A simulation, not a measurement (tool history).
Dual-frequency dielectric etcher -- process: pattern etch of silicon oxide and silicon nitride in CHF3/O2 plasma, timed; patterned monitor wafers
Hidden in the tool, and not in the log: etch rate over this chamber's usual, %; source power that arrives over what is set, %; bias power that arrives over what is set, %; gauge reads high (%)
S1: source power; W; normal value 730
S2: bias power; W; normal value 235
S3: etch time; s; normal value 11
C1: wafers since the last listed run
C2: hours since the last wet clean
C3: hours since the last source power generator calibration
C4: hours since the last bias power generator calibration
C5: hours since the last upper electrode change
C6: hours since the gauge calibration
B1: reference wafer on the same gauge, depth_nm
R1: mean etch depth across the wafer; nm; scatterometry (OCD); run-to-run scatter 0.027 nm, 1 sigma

{"run": 1, "day": 0.0, "S1": 730, "S2": 257, "S3": 11, "C1": 0, "C2": 63.9, "C3": 4117.6, "C4": 3907.8, "C5": 2970.3, "C6": 1104.8, "B1": 18.99, "R1": 18.59}
{"run": 2, "day": 0.983, "S1": 730, "S2": 257, "S3": 11, "C1": 456, "C2": 87.5, "C3": 4141.2, "C4": 3931.4, "C5": 2993.9, "C6": 1128.4, "B1": 19, "R1": 18.58}
{"run": 3, "day": 2.371, "S1": 730, "S2": 235, "S3": 11, "C1": 644, "C2": 120.8, "C3": 4174.5, "C4": 3964.7, "C5": 3027.2, "C6": 1161.7, "B1": 19, "R1": 18.06}
{"run": 4, "day": 2.921, "S1": 730, "S2": 235, "S3": 11, "C1": 255, "C2": 134, "C3": 4187.7, "C4": 3977.9, "C5": 3040.4, "C6": 1174.9, "B1": 19, "R1": 18.02}
{"run": 5, "day": 3.567, "S1": 730, "S2": 235, "S3": 11, "C1": 299, "C2": 149.5, "C3": 4203.2, "C4": 3993.4, "C5": 3055.9, "C6": 1190.4, "B1": 18.99, "R1": 18.04}
{"run": 6, "day": 4.35, "S1": 730, "S2": 235, "S3": 11, "C1": 363, "C2": 168.3, "C3": 4222, "C4": 4012.2, "C5": 3074.7, "C6": 1209.2, "B1": 19, "R1": 18.03}
{"day": 5.258, "done": "gauge calibrated"}
{"day": 6.529, "done": "source power generator calibrated"}
{"run": 7, "day": 8.642, "S1": 730, "S2": 235, "S3": 11, "C1": 1915, "C2": 271.3, "C3": 50.7, "C4": 4115.2, "C5": 3177.7, "C6": 81.2, "B1": 19.01, "R1": 17.97}
{"run": 8, "day": 9.425, "S1": 610, "S2": 193, "S3": 11, "C1": 363, "C2": 290.1, "C3": 69.5, "C4": 4134, "C5": 3196.5, "C6": 100, "B1": 19.01, "R1": 16.23}
{"run": 9, "day": 10.346, "S1": 730, "S2": 235, "S3": 11, "C1": 427, "C2": 312.2, "C3": 91.6, "C4": 4156.1, "C5": 3218.6, "C6": 122.1, "B1": 19, "R1": 17.91}
{"day": 11.921, "done": "upper electrode replaced"}
{"run": 10, "day": 11.942, "S1": 730, "S2": 270, "S3": 11, "C1": 276, "C2": 350.5, "C3": 129.9, "C4": 4194.4, "C5": 0.5, "C6": 160.4, "B1": 19.01, "R1": 18.73}
{"run": 11, "day": 13.025, "S1": 780, "S2": 185, "S3": 8.5, "C1": 503, "C2": 376.5, "C3": 155.9, "C4": 4220.4, "C5": 26.5, "C6": 186.4, "B1": 19, "R1": 13.01}
{"run": 12, "day": 13.638, "S1": 880, "S2": 235, "S3": 9.5, "C1": 284, "C2": 391.2, "C3": 170.6, "C4": 4235.1, "C5": 41.2, "C6": 201.1, "B1": 19, "R1": 16.07}
{"run": 13, "day": 14.633, "S1": 730, "S2": 235, "S3": 13.5, "C1": 462, "C2": 415.1, "C3": 194.5, "C4": 4259, "C5": 65.1, "C6": 225, "B1": 19.01, "R1": 21.91}
{"run": 14, "day": 15.833, "S1": 590, "S2": 235, "S3": 11, "C1": 557, "C2": 443.9, "C3": 223.3, "C4": 4287.8, "C5": 93.9, "C6": 253.8, "B1": 19.01, "R1": 17.07}
{"day": 17.475, "done": "wet clean of the chamber"}
{"run": 15, "day": 17.496, "S1": 730, "S2": 235, "S3": 11, "C1": 307, "C2": 0.5, "C3": 263.2, "C4": 4327.7, "C5": 133.8, "C6": 293.7, "B1": 18.99, "R1": 18.2}
{"run": 16, "day": 17.508, "S1": 780, "S2": 235, "S3": 11, "C1": 5, "C2": 0.8, "C3": 263.5, "C4": 4328, "C5": 134.1, "C6": 294, "B1": 19, "R1": 18.49}
{"run": 17, "day": 18.646, "S1": 820, "S2": 209, "S3": 14.5, "C1": 528, "C2": 28.1, "C3": 290.8, "C4": 4355.3, "C5": 161.4, "C6": 321.3, "B1": 19, "R1": 23.7}
{"run": 18, "day": 19.225, "S1": 730, "S2": 235, "S3": 11, "C1": 268, "C2": 42, "C3": 304.7, "C4": 4369.2, "C5": 175.3, "C6": 335.2, "B1": 19, "R1": 18.12}
{"run": 19, "day": 20.45, "S1": 730, "S2": 235, "S3": 9.5, "C1": 568, "C2": 71.4, "C3": 334.1, "C4": 4398.6, "C5": 204.7, "C6": 364.6, "B1": 19, "R1": 15.67}
{"run": 20, "day": 21.433, "S1": 650, "S2": 194, "S3": 13.5, "C1": 456, "C2": 95, "C3": 357.7, "C4": 4422.2, "C5": 228.3, "C6": 388.2, "B1": 18.99, "R1": 20.45}
{"run": 21, "day": 21.975, "S1": 620, "S2": 235, "S3": 11, "C1": 251, "C2": 108, "C3": 370.7, "C4": 4435.2, "C5": 241.3, "C6": 401.2, "B1": 19, "R1": 17.49}
{"day": 22.308, "done": "bias power generator calibrated"}
{"run": 22, "day": 22.992, "S1": 730, "S2": 235, "S3": 14, "C1": 394, "C2": 132.4, "C3": 395.1, "C4": 16.4, "C5": 265.7, "C6": 425.6, "B1": 19, "R1": 23.03}
{"run": 23, "day": 24.221, "S1": 730, "S2": 235, "S3": 8, "C1": 570, "C2": 161.9, "C3": 424.6, "C4": 45.9, "C5": 295.2, "C6": 455.1, "B1": 19, "R1": 13.15}
{"run": 24, "day": 27.046, "S1": 900, "S2": 193, "S3": 11, "C1": 1311, "C2": 229.7, "C3": 492.4, "C4": 113.7, "C5": 363, "C6": 522.9, "B1": 18.99, "R1": 17.87}
{"run": 25, "day": 27.833, "S1": 600, "S2": 252, "S3": 11, "C1": 365, "C2": 248.6, "C3": 511.3, "C4": 132.6, "C5": 381.9, "C6": 541.8, "B1": 19, "R1": 17.66}
{"run": 26, "day": 29.296, "S1": 780, "S2": 235, "S3": 13.5, "C1": 679, "C2": 283.7, "C3": 546.4, "C4": 167.7, "C5": 417, "C6": 576.9, "B1": 19, "R1": 22.47}
{"run": 27, "day": 30.012, "S1": 730, "S2": 284, "S3": 12, "C1": 332, "C2": 300.9, "C3": 563.6, "C4": 184.9, "C5": 434.2, "C6": 594.1, "B1": 18.99, "R1": 20.83}
{"run": 28, "day": 31.367, "S1": 620, "S2": 186, "S3": 9.5, "C1": 628, "C2": 333.4, "C3": 596.1, "C4": 217.4, "C5": 466.7, "C6": 626.6, "B1": 19, "R1": 13.92}
{"run": 29, "day": 32.429, "S1": 730, "S2": 235, "S3": 11, "C1": 493, "C2": 358.9, "C3": 621.6, "C4": 242.9, "C5": 492.2, "C6": 652.1, "B1": 19.01, "R1": 17.94}

For some of the steps in R1 from one run to the next: how much would appear even if the tool had no hidden state, given the settings, what came in and random variation, and how much remains for the hidden state plus any gauge scatter that the measured result and the result without hidden state don't share?
Run 12 -> 13: S1 880 -> 730, S3 9.5 -> 13.5. R1 +5.84 nm: hidden state -0.11, all else +5.95.
Run 14 -> 15: S1 590 -> 730, wet clean of the chamber. R1 +1.13 nm: hidden state +0.35, all else +0.78.
Run 22 -> 23: S3 14 -> 8. R1 -9.88 nm: hidden state -0.01, all else -9.87.
Run 27 -> 28: S1 730 -> 620, S2 284 -> 186, S3 12 -> 9.5. R1 -6.91 nm: hidden state +0.03, all else -6.94.
